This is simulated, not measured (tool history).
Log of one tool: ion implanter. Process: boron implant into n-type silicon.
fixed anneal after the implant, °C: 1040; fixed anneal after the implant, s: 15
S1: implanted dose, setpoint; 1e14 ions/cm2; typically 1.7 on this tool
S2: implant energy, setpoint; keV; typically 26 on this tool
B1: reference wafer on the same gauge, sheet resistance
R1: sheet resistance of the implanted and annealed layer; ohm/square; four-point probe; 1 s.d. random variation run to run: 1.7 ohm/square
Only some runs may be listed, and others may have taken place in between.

run    hour    S1    S2      B1      R1
  1       0  2.06    26  513.94  443.51
  2    57.4  2.06    26  514.04  440.08
  3   324.3  1.95    26  513.93  455.66
  4   432.1   1.7    26  514.72  507.68
  5   509.4  1.97    26  513.05  450.42
  6   583.9  1.97    26  514.29  450.92
      611.6  -- gauge calibrated
  7   626.3   1.7  31.5  514.34  491.84
  8   675.6   1.7  31.5  514.25  489.32
  9   730.8   1.7  31.5  512.98  490.18
 10   768.5   1.7  20.5  513.08  517.67
 11   810.1  1.51  18.5  513.51  580.28
 12   879.6  1.55  32.5  513.88  518.49
      940.6  -- Faraday cup replaced and dose calibrated
 13   951.4  1.35    22  513.88  629.62
      993.4  -- extraction supply calibrated
 14  1022.6   1.7    26  514.05  513.55
 15  1088.4  1.51    29  512.98  550.43

The next listed run, before its measurement:
 16  1163.2  1.96  18.5   ?   ?

Run 16 measured B1 513.98, R1 476.5 ohm/square.
With the hidden condition absent and the run-to-run variation left alone, this run would have shown R1 478.93 ohm/square.
